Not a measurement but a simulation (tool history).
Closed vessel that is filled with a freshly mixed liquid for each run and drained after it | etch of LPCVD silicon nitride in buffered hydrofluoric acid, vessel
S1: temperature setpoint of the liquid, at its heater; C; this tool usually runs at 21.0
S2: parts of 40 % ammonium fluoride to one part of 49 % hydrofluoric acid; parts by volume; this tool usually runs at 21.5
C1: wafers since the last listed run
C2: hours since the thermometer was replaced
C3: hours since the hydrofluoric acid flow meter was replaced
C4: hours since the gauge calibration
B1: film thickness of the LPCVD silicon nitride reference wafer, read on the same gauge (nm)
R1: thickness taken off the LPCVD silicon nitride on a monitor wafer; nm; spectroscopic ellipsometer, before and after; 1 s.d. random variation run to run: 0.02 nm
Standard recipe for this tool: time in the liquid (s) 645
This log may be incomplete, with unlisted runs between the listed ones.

run 1 hour=0.0 | S1=21.0 S2=21.5 time_in_the_liquid_(s)=645 | C1=0 C2=2955.0 C3=2250.6 C4=128.7 | B1=30.010 | R1=3.944
run 2 hour=17.6 | S1=21.0 S2=21.5 time_in_the_liquid_(s)=645 | C1=842 C2=2972.6 C3=2268.2 C4=146.3 | B1=30.030 | R1=3.973
run 3 hour=31.4 | S1=21.0 S2=21.5 time_in_the_liquid_(s)=645 | C1=660 C2=2986.4 C3=2282.0 C4=160.1 | B1=29.981 | R1=3.922
run 4 hour=41.8 | S1=21.0 S2=21.5 time_in_the_liquid_(s)=645 | C1=497 C2=2996.8 C3=2292.4 C4=170.5 | B1=29.958 | R1=3.967
run 5 hour=58.4 | S1=21.0 S2=21.5 time_in_the_liquid_(s)=645 | C1=794 C2=3013.4 C3=2309.0 C4=187.1 | B1=30.032 | R1=3.933
run 6 hour=106.8 | S1=23.0 S2=21.5 time_in_the_liquid_(s)=645 | C1=2317 C2=3061.8 C3=2357.4 C4=235.5 | B1=29.970 | R1=4.390
run 7 hour=115.0 | S1=21.0 S2=21.5 time_in_the_liquid_(s)=645 | C1=392 C2=3070.0 C3=2365.6 C4=243.7 | B1=29.996 | R1=3.945
-- hour=120.7 hydrofluoric acid flow meter replaced
run 8 hour=123.9 | S1=21.0 S2=21.5 time_in_the_liquid_(s)=645 | C1=378 C2=3078.9 C3=3.2 C4=252.6 | B1=29.995 | R1=3.947
run 9 hour=133.9 | S1=21.0 S2=21.5 time_in_the_liquid_(s)=645 | C1=478 C2=3088.9 C3=13.2 C4=262.6 | B1=30.002 | R1=3.916
run 10 hour=143.3 | S1=21.0 S2=21.5 time_in_the_liquid_(s)=645 | C1=450 C2=3098.3 C3=22.6 C4=272.0 | B1=30.008 | R1=3.997
run 11 hour=150.1 | S1=21.0 S2=21.5 time_in_the_liquid_(s)=645 | C1=325 C2=3105.1 C3=29.4 C4=278.8 | B1=29.999 | R1=3.965
run 12 hour=160.8 | S1=21.0 S2=21.5 time_in_the_liquid_(s)=645 | C1=512 C2=3115.8 C3=40.1 C4=289.5 | B1=30.030 | R1=3.958
-- hour=162.6 gauge calibrated
-- hour=167.1 thermometer replaced
run 13 hour=168.2 | S1=21.0 S2=21.5 time_in_the_liquid_(s)=645 | C1=306 C2=1.1 C3=47.5 C4=5.6 | B1=30.006 | R1=3.933
run 14 hour=184.9 | S1=17.0 S2=16.5 time_in_the_liquid_(s)=490 | C1=799 C2=17.8 C3=64.2 C4=22.3 | B1=30.007 | R1=3.030
run 15 hour=196.2 | S1=21.0 S2=24.5 time_in_the_liquid_(s)=995 | C1=541 C2=29.1 C3=75.5 C4=33.6 | B1=30.011 | R1=5.594
run 16 hour=204.7 | S1=25.0 S2=21.5 time_in_the_liquid_(s)=645 | C1=406 C2=37.6 C3=84.0 C4=42.1 | B1=29.967 | R1=4.897
run 17 hour=212.9 | S1=21.0 S2=21.5 time_in_the_liquid_(s)=645 | C1=392 C2=45.8 C3=92.2 C4=50.3 | B1=30.015 | R1=3.952
run 18 hour=230.0 | S1=21.0 S2=21.5 time_in_the_liquid_(s)=645 | C1=818 C2=62.9 C3=109.3 C4=67.4 | B1=29.973 | R1=3.947
run 19 hour=247.0 | S1=21.0 S2=27.5 time_in_the_liquid_(s)=645 | C1=813 C2=79.9 C3=126.3 C4=84.4 | B1=29.974 | R1=3.350
run 20 hour=257.2 | S1=21.0 S2=21.5 time_in_the_liquid_(s)=645 | C1=488 C2=90.1 C3=136.5 C4=94.6 | B1=29.993 | R1=3.997
run 21 hour=267.0 | S1=19.5 S2=24.0 time_in_the_liquid_(s)=645 | C1=469 C2=99.9 C3=146.3 C4=104.4 | B1=30.007 | R1=3.348
run 22 hour=273.3 | S1=21.0 S2=19.0 time_in_the_liquid_(s)=645 | C1=301 C2=106.2 C3=152.6 C4=110.7 | B1=30.002 | R1=4.371
run 23 hour=290.4 | S1=18.5 S2=19.0 time_in_the_liquid_(s)=645 | C1=818 C2=123.3 C3=169.7 C4=127.8 | B1=29.999 | R1=3.786
run 24 hour=298.2 | S1=21.0 S2=21.5 time_in_the_liquid_(s)=865 | C1=373 C2=131.1 C3=177.5 C4=135.6 | B1=30.007 | R1=5.284
run 25 hour=307.7 | S1=21.0 S2=29.5 time_in_the_liquid_(s)=955 | C1=454 C2=140.6 C3=187.0 C4=145.1 | B1=29.966 | R1=4.710
run 26 hour=317.4 | S1=21.0 S2=21.5 time_in_the_liquid_(s)=645 | C1=464 C2=150.3 C3=196.7 C4=154.8 | B1=30.025 | R1=3.945
run 27 hour=334.5 | S1=21.0 S2=29.0 time_in_the_liquid_(s)=645 | C1=818 C2=167.4 C3=213.8 C4=171.9 | B1=29.989 | R1=3.219

Consider 5 possible next runs. They are alternatives, not a sequence: every one starts from the tool as it was left by run 27. What does each give?
run A hour=335.3 | S1=21.0 S2=21.5 time_in_the_liquid_(s)=325 | C1=38 C2=168.2 C3=214.6 C4=172.7 | B1=? | R1=?
run B hour=335.3 | S1=22.5 S2=29.5 time_in_the_liquid_(s)=750 | C1=38 C2=168.2 C3=214.6 C4=172.7 | B1=? | R1=?
run C hour=335.3 | S1=24.5 S2=15.0 time_in_the_liquid_(s)=645 | C1=38 C2=168.2 C3=214.6 C4=172.7 | B1=? | R1=?
run D hour=335.3 | S1=21.0 S2=21.5 time_in_the_liquid_(s)=840 | C1=38 C2=168.2 C3=214.6 C4=172.7 | B1=? | R1=?
run E hour=335.3 | S1=22.5 S2=28.5 time_in_the_liquid_(s)=290 | C1=38 C2=168.2 C3=214.6 C4=172.7 | B1=? | R1=?

run=A B1=30.058 R1=1.991
run=B B1=30.058 R1=4.015
run=C B1=30.058 R1=6.687
run=D B1=30.058 R1=5.145
run=E B1=30.058 R1=1.590
Stripped of hidden state, with their random variation kept, the same runs would have yielded:
run=A R1=1.991
run=B R1=4.015
run=C R1=6.687
run=D R1=5.145
run=E R1=1.590

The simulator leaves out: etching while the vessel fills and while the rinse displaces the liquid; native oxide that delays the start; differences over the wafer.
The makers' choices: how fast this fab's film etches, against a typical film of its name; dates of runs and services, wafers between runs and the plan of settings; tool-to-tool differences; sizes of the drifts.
